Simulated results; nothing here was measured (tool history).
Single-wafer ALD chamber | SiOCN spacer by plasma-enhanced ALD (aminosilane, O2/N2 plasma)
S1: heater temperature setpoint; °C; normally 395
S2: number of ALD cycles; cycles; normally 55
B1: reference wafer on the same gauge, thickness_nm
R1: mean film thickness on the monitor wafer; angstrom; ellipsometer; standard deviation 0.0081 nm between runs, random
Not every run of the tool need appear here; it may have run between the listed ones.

{"run": 1, "day": 0.0, "S1": 386, "S2": 49, "B1": 3.05, "R1": 28.82}
{"run": 2, "day": 2.421, "S1": 395, "S2": 55, "B1": 3.051, "R1": 32.46}
{"run": 3, "day": 5.504, "S1": 395, "S2": 55, "B1": 3.049, "R1": 32.3}
{"run": 4, "day": 12.554, "S1": 395, "S2": 55, "B1": 3.045, "R1": 32.33}
{"run": 5, "day": 15.275, "S1": 395, "S2": 55, "B1": 3.043, "R1": 32.21}
{"run": 6, "day": 18.45, "S1": 395, "S2": 55, "B1": 3.032, "R1": 32.14}
{"run": 7, "day": 20.071, "S1": 395, "S2": 55, "B1": 3.032, "R1": 32.14}
{"run": 8, "day": 21.638, "S1": 395, "S2": 55, "B1": 3.028, "R1": 31.97}
{"run": 9, "day": 24.579, "S1": 406, "S2": 46, "B1": 3.019, "R1": 26.2}
{"run": 10, "day": 27.754, "S1": 384, "S2": 64, "B1": 3.008, "R1": 37.04}
{"run": 11, "day": 31.942, "S1": 406, "S2": 48, "B1": 2.998, "R1": 27.14}
{"day": 32.925, "done": "thermocouple changed; heater temperature recalibrated"}
{"day": 35.983, "done": "gauge calibrated"}
{"run": 12, "day": 36.354, "S1": 402, "S2": 55, "B1": 3.058, "R1": 32.27}
{"run": 13, "day": 39.9, "S1": 381, "S2": 55, "B1": 3.068, "R1": 32.41}
{"run": 14, "day": 47.108, "S1": 405, "S2": 60, "B1": 3.058, "R1": 34.64}
{"run": 15, "day": 49.608, "S1": 386, "S2": 49, "B1": 3.052, "R1": 28.81}

Alternative continuations, all from the tool just after run 15; predict every row:
{"run": "A", "day": 49.629, "S1": 395, "S2": 55, "B1": "?", "R1": "?"}
{"run": "B", "day": 49.629, "S1": 402, "S2": 47, "B1": "?", "R1": "?"}
{"run": "C", "day": 49.629, "S1": 381, "S2": 65, "B1": "?", "R1": "?"}

run=A B1=3.051 R1=32.37
run=B B1=3.051 R1=27.47
run=C B1=3.051 R1=38.25
Without the tool's unlogged condition, the same runs would have read:
run=A R1=32.44
run=B R1=27.53
run=C R1=38.33

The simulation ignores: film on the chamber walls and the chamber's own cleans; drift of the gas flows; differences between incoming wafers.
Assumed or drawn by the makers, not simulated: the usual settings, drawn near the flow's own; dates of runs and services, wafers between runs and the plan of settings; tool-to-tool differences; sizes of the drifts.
